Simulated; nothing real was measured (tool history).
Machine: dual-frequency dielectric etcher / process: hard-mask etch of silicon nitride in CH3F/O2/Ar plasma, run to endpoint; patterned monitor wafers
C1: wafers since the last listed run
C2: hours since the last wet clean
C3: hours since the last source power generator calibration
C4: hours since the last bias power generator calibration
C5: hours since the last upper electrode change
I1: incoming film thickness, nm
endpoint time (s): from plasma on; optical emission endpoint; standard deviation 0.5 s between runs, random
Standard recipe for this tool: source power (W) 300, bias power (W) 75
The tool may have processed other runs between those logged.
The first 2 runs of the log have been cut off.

{"hour": 32.8, "done": "upper electrode replaced"}
{"run": 3, "hour": 34.4, "source power (W)": 300, "bias power (W)": 75, "C1": 13, "C2": 295, "C3": 1631.8, "C4": 3575.5, "C5": 1.6, "I1": 52, "endpoint time (s)": 93.9}
{"run": 4, "hour": 47.9, "source power (W)": 300, "bias power (W)": 75, "C1": 85, "C2": 308.5, "C3": 1645.3, "C4": 3589, "C5": 15.1, "I1": 52.5, "endpoint time (s)": 95.2}
{"run": 5, "hour": 62.2, "source power (W)": 320, "bias power (W)": 89, "C1": 90, "C2": 322.8, "C3": 1659.6, "C4": 3603.3, "C5": 29.4, "I1": 52.6, "endpoint time (s)": 84.9}
{"run": 6, "hour": 71.2, "source power (W)": 320, "bias power (W)": 89, "C1": 56, "C2": 331.8, "C3": 1668.6, "C4": 3612.3, "C5": 38.4, "I1": 52.1, "endpoint time (s)": 84.3}
{"run": 7, "hour": 87.2, "source power (W)": 320, "bias power (W)": 89, "C1": 100, "C2": 347.8, "C3": 1684.6, "C4": 3628.3, "C5": 54.4, "I1": 52.3, "endpoint time (s)": 84.4}
{"run": 8, "hour": 102.1, "source power (W)": 300, "bias power (W)": 75, "C1": 93, "C2": 362.7, "C3": 1699.5, "C4": 3643.2, "C5": 69.3, "I1": 51.8, "endpoint time (s)": 95.1}
{"run": 9, "hour": 112.1, "source power (W)": 300, "bias power (W)": 75, "C1": 63, "C2": 372.7, "C3": 1709.5, "C4": 3653.2, "C5": 79.3, "I1": 52.6, "endpoint time (s)": 96.9}
{"run": 10, "hour": 126.5, "source power (W)": 300, "bias power (W)": 89, "C1": 90, "C2": 387.1, "C3": 1723.9, "C4": 3667.6, "C5": 93.7, "I1": 52.6, "endpoint time (s)": 87.1}
{"run": 11, "hour": 140.2, "source power (W)": 300, "bias power (W)": 75, "C1": 86, "C2": 400.8, "C3": 1737.6, "C4": 3681.3, "C5": 107.4, "I1": 52.4, "endpoint time (s)": 97.1}
{"run": 12, "hour": 156.4, "source power (W)": 300, "bias power (W)": 75, "C1": 102, "C2": 417, "C3": 1753.8, "C4": 3697.5, "C5": 123.6, "I1": 52.7, "endpoint time (s)": 96.9}
{"run": 13, "hour": 173.4, "source power (W)": 340, "bias power (W)": 62, "C1": 107, "C2": 434, "C3": 1770.8, "C4": 3714.5, "C5": 140.6, "I1": 52.1, "endpoint time (s)": 100.6}
{"run": 14, "hour": 181.1, "source power (W)": 350, "bias power (W)": 89, "C1": 48, "C2": 441.7, "C3": 1778.5, "C4": 3722.2, "C5": 148.3, "I1": 52.2, "endpoint time (s)": 80.9}
{"hour": 203.2, "done": "bias power generator calibrated"}
{"hour": 208.2, "done": "wet clean of the chamber"}
{"run": 15, "hour": 208.7, "source power (W)": 260, "bias power (W)": 68, "C1": 117, "C2": 0.5, "C3": 1806.1, "C4": 5.5, "C5": 175.9, "I1": 51.6, "endpoint time (s)": 105.6}
{"run": 16, "hour": 209.0, "source power (W)": 360, "bias power (W)": 70, "C1": 1, "C2": 0.8, "C3": 1806.4, "C4": 5.8, "C5": 176.2, "I1": 52, "endpoint time (s)": 88}
{"run": 17, "hour": 216.7, "source power (W)": 270, "bias power (W)": 57, "C1": 48, "C2": 8.5, "C3": 1814.1, "C4": 13.5, "C5": 183.9, "I1": 52.9, "endpoint time (s)": 117.7}
{"run": 18, "hour": 223.9, "source power (W)": 240, "bias power (W)": 87, "C1": 45, "C2": 15.7, "C3": 1821.3, "C4": 20.7, "C5": 191.1, "I1": 52.4, "endpoint time (s)": 95.7}
{"run": 19, "hour": 240.8, "source power (W)": 300, "bias power (W)": 92, "C1": 106, "C2": 32.6, "C3": 1838.2, "C4": 37.6, "C5": 208, "I1": 52, "endpoint time (s)": 82.6}
{"run": 20, "hour": 256.4, "source power (W)": 300, "bias power (W)": 58, "C1": 98, "C2": 48.2, "C3": 1853.8, "C4": 53.2, "C5": 223.6, "I1": 52.2, "endpoint time (s)": 108.4}
{"hour": 261.3, "done": "source power generator calibrated"}
{"run": 21, "hour": 271.2, "source power (W)": 340, "bias power (W)": 80, "C1": 68, "C2": 63, "C3": 9.9, "C4": 68, "C5": 238.4, "I1": 52.3, "endpoint time (s)": 85.3}
{"run": 22, "hour": 284.5, "source power (W)": 300, "bias power (W)": 61, "C1": 83, "C2": 76.3, "C3": 23.2, "C4": 81.3, "C5": 251.7, "I1": 52.8, "endpoint time (s)": 106.5}

Run 23 is up next; what results do you expect?
{"run": 23, "hour": 291.1, "source power (W)": 350, "bias power (W)": 63, "C1": 41, "C2": 82.9, "C3": 29.8, "C4": 87.9, "C5": 258.3, "I1": 52.1, "endpoint time (s)": "?"}

endpoint time (s): 96.2
Had the tool carried no hidden state, the very same run would have given endpoint time (s) 95.6.

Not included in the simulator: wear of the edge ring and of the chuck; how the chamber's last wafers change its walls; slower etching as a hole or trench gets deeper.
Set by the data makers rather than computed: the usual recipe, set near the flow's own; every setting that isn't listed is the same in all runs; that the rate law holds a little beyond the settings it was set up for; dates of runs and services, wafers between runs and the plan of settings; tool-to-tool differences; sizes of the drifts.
